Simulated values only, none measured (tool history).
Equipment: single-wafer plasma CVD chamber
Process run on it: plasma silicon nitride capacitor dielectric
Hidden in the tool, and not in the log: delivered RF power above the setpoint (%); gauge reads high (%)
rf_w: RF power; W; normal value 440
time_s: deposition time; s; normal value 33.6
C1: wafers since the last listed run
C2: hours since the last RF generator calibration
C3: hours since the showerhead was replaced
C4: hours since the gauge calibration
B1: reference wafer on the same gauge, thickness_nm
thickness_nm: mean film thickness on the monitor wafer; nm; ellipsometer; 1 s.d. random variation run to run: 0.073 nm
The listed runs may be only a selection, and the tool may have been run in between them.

Run 1, hour 0.0: usual settings but rf_w 420 W; C1 0; C2 2301.8; C3 2626.7; C4 87.1; B1 43.300. Result: thickness_nm 48.109 nm.
Run 2, hour 17.9: usual settings but rf_w 420 W; C1 347; C2 2319.7; C3 2644.6; C4 105.0; B1 43.306. Result: thickness_nm 48.171 nm.
Run 3, hour 28.4: usual settings but rf_w 420 W; C1 203; C2 2330.2; C3 2655.1; C4 115.5; B1 43.287. Result: thickness_nm 48.039 nm.
Run 4, hour 41.9: usual settings; C1 262; C2 2343.7; C3 2668.6; C4 129.0; B1 43.292. Result: thickness_nm 48.641 nm.
Run 5, hour 51.3: usual settings; C1 182; C2 2353.1; C3 2678.0; C4 138.4; B1 43.311. Result: thickness_nm 48.807 nm.
Run 6, hour 63.4: usual settings but time_s 36.1 s; C1 234; C2 2365.2; C3 2690.1; C4 150.5; B1 43.279. Result: thickness_nm 52.320 nm.
Run 7, hour 72.0: usual settings but time_s 36.1 s; C1 166; C2 2373.8; C3 2698.7; C4 159.1; B1 43.303. Result: thickness_nm 52.294 nm.
Run 8, hour 83.5: usual settings but rf_w 410 W, time_s 37.2 s; C1 223; C2 2385.3; C3 2710.2; C4 170.6; B1 43.294. Result: thickness_nm 52.853 nm.
Run 9, hour 98.7: usual settings but rf_w 410 W, time_s 37.2 s; C1 295; C2 2400.5; C3 2725.4; C4 185.8; B1 43.293. Result: thickness_nm 52.749 nm.
Run 10, hour 116.1: usual settings but time_s 31.6 s; C1 337; C2 2417.9; C3 2742.8; C4 203.2; B1 43.309. Result: thickness_nm 45.844 nm.
At hour 117.3: gauge calibrated.
Run 11, hour 123.7: usual settings but time_s 31.6 s; C1 147; C2 2425.5; C3 2750.4; C4 6.4; B1 43.300. Result: thickness_nm 46.010 nm.
Run 12, hour 137.2: usual settings but time_s 31.6 s; C1 262; C2 2439.0; C3 2763.9; C4 19.9; B1 43.297. Result: thickness_nm 45.774 nm.
Run 13, hour 144.2: usual settings; C1 135; C2 2446.0; C3 2770.9; C4 26.9; B1 43.300. Result: thickness_nm 48.752 nm.
Run 14, hour 155.1: usual settings but time_s 38.4 s; C1 211; C2 2456.9; C3 2781.8; C4 37.8; B1 43.288. Result: thickness_nm 55.686 nm.
At hour 208.5: RF generator calibrated.
At hour 215.5: showerhead replaced.
Run 15, hour 216.0: usual settings but time_s 38.4 s; C1 891; C2 7.5; C3 0.5; C4 98.7; B1 43.295. Result: thickness_nm 55.671 nm.
Run 16, hour 216.9: usual settings; C1 17; C2 8.4; C3 1.4; C4 99.6; B1 43.292. Result: thickness_nm 48.851 nm.
Run 17, hour 229.6: usual settings but rf_w 370 W, time_s 36.0 s; C1 246; C2 21.1; C3 14.1; C4 112.3; B1 43.303. Result: thickness_nm 49.448 nm.
Run 18, hour 241.0: usual settings but rf_w 355 W, time_s 27.2 s; C1 221; C2 32.5; C3 25.5; C4 123.7; B1 43.308. Result: thickness_nm 36.967 nm.
Run 19, hour 253.2: usual settings but time_s 31.8 s; C1 236; C2 44.7; C3 37.7; C4 135.9; B1 43.287. Result: thickness_nm 46.105 nm.
Run 20, hour 262.3: usual settings but rf_w 515 W, time_s 27.9 s; C1 176; C2 53.8; C3 46.8; C4 145.0; B1 43.308. Result: thickness_nm 42.626 nm.
Run 21, hour 280.2: usual settings but rf_w 485 W, time_s 40.1 s; C1 347; C2 71.7; C3 64.7; C4 162.9; B1 43.297. Result: thickness_nm 60.035 nm.
Run 22, hour 287.9: usual settings; C1 149; C2 79.4; C3 72.4; C4 170.6; B1 43.290. Result: thickness_nm 48.763 nm.
At hour 295.8: gauge calibrated.
Run 23, hour 303.6: usual settings but rf_w 360 W, time_s 31.7 s; C1 304; C2 95.1; C3 88.1; C4 7.8; B1 43.302. Result: thickness_nm 43.215 nm.
Run 24, hour 312.6: usual settings; C1 174; C2 104.1; C3 97.1; C4 16.8; B1 43.292. Result: thickness_nm 48.798 nm.
Run 25, hour 319.4: usual settings but rf_w 520 W; C1 132; C2 110.9; C3 103.9; C4 23.6; B1 43.295. Result: thickness_nm 51.310 nm.
Run 26, hour 336.7: usual settings but rf_w 510 W, time_s 27.4 s; C1 335; C2 128.2; C3 121.2; C4 40.9; B1 43.290. Result: thickness_nm 41.618 nm.
Run 27, hour 349.8: usual settings; C1 254; C2 141.3; C3 134.3; C4 54.0; B1 43.311. Result: thickness_nm 48.725 nm.
Run 28, hour 363.4: usual settings but time_s 36.1 s; C1 264; C2 154.9; C3 147.9; C4 67.6; B1 43.306. Result: thickness_nm 52.443 nm.
Run 29, hour 373.0: usual settings; C1 186; C2 164.5; C3 157.5; C4 77.2; B1 43.282. Result: thickness_nm 48.883 nm.
Run 30, hour 385.5: usual settings but rf_w 485 W, time_s 30.2 s; C1 242; C2 177.0; C3 170.0; C4 89.7; B1 43.282. Result: thickness_nm 45.098 nm.

Below are 3 alternative next runs, each starting from the tool's condition after run 30. Predict each:
Run A, hour 385.9: usual settings; C1 7; C2 177.4; C3 170.4; C4 90.1; B1 ?. Result: thickness_nm ?.
Run B, hour 385.9: usual settings but time_s 30.0 s; C1 7; C2 177.4; C3 170.4; C4 90.1; B1 ?. Result: thickness_nm ?.
Run C, hour 385.9: usual settings but time_s 27.2 s; C1 7; C2 177.4; C3 170.4; C4 90.1; B1 ?. Result: thickness_nm ?.

run      B1  thickness_nm
  A  43.293        48.750
  B  43.293        43.527
  C  43.293        39.464
The same runs, with their run-to-run variation unchanged, on a tool lacking any hidden condition would have given:
run  thickness_nm
  A        48.750
  B        43.527
  C        39.464

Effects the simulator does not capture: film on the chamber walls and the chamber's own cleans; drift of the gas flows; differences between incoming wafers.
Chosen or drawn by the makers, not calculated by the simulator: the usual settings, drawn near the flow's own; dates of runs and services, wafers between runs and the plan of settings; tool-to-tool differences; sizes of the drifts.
